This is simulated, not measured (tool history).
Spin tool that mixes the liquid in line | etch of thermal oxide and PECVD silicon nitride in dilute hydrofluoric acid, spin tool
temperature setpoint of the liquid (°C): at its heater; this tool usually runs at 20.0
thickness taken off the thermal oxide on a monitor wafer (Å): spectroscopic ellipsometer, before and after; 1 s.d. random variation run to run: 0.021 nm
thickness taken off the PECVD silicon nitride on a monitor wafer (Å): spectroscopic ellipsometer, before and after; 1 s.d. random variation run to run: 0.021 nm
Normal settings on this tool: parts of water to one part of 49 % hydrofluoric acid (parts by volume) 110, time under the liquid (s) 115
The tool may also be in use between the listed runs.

run,hour,temperature setpoint of the liquid (°C),parts of water to one part of 49 % hydrofluoric acid (parts by volume),time under the liquid (s),"read-back film thickness of the thermal oxide reference wafer, read on the same gauge (nm)","read-back film thickness of the PECVD silicon nitride reference wafer, read on the same gauge (nm)",thickness taken off the thermal oxide on a monitor wafer (Å),thickness taken off the PECVD silicon nitride on a monitor wafer (Å)
1,0.0,20.0,110,115,90.007,120.021,38.26,24.31
2,13.9,20.0,110,115,89.974,119.992,38.38,23.89
3,20.0,20.0,110,115,89.995,120.041,38.24,23.80
4,26.4,20.0,110,115,90.002,119.984,38.21,23.93
5,43.9,20.0,110,115,89.999,119.994,38.52,24.11
6,52.8,17.0,165,160,90.018,119.973,29.67,18.27
7,62.7,20.0,110,115,90.006,120.025,38.41,23.61
8,80.1,20.0,110,115,90.011,119.990,38.40,24.14
9,87.5,20.0,145,115,89.997,120.029,27.96,18.29
10,103.3,18.5,165,75,90.005,120.002,14.70,9.48
11,112.1,18.0,110,115,89.991,120.015,35.09,21.07
12,120.8,24.0,55,50,90.014,119.989,42.04,27.13
13,134.9,22.5,90,115,90.003,120.026,52.33,34.16
14,149.6,20.0,85,115,90.006,120.012,50.85,31.32
15,161.5,22.5,110,115,90.001,120.031,42.36,28.09
16,175.9,17.0,150,75,89.982,120.010,15.62,9.47
# hour 191.3: hydrofluoric acid flow meter replaced
# hour 194.8: gauge calibrated
17,222.8,20.0,110,115,90.005,120.022,38.21,23.97
18,237.0,17.5,60,185,90.010,120.015,106.79,57.75
19,251.5,20.0,110,115,89.984,120.024,38.14,23.73
20,258.3,24.0,85,115,89.999,119.998,60.17,40.43
21,274.4,17.5,95,180,90.002,119.988,63.39,36.49
22,282.7,22.0,60,145,89.985,120.000,101.33,62.11
23,290.2,17.0,65,60,89.975,120.010,31.21,16.98
24,304.1,17.0,145,115,89.977,120.009,24.86,15.10
25,316.8,20.0,110,115,90.012,119.983,38.64,24.30
26,329.1,20.0,110,150,89.994,119.973,49.81,31.40

Each row is a separate what-if for the run after 26, all from the same tool condition, not one after another. Results?
A,329.5,20.0,110,60,?,?,?,?
B,329.5,17.5,110,115,?,?,?,?
C,329.5,17.0,65,115,?,?,?,?
D,329.5,23.0,110,160,?,?,?,?

run,"read-back film thickness of the thermal oxide reference wafer, read on the same gauge (nm)","read-back film thickness of the PECVD silicon nitride reference wafer, read on the same gauge (nm)",thickness taken off the thermal oxide on a monitor wafer (Å),thickness taken off the PECVD silicon nitride on a monitor wafer (Å)
A,89.999,120.010,20.03,12.66
B,89.999,120.010,34.62,20.44
C,89.999,120.010,60.18,32.87
D,89.999,120.010,60.26,41.26
Stripped of hidden state, with their random variation kept, the same runs would have yielded:
run,thickness taken off the thermal oxide on a monitor wafer (Å),thickness taken off the PECVD silicon nitride on a monitor wafer (Å)
A,20.03,12.66
B,34.62,20.44
C,60.18,32.87
D,60.26,41.26

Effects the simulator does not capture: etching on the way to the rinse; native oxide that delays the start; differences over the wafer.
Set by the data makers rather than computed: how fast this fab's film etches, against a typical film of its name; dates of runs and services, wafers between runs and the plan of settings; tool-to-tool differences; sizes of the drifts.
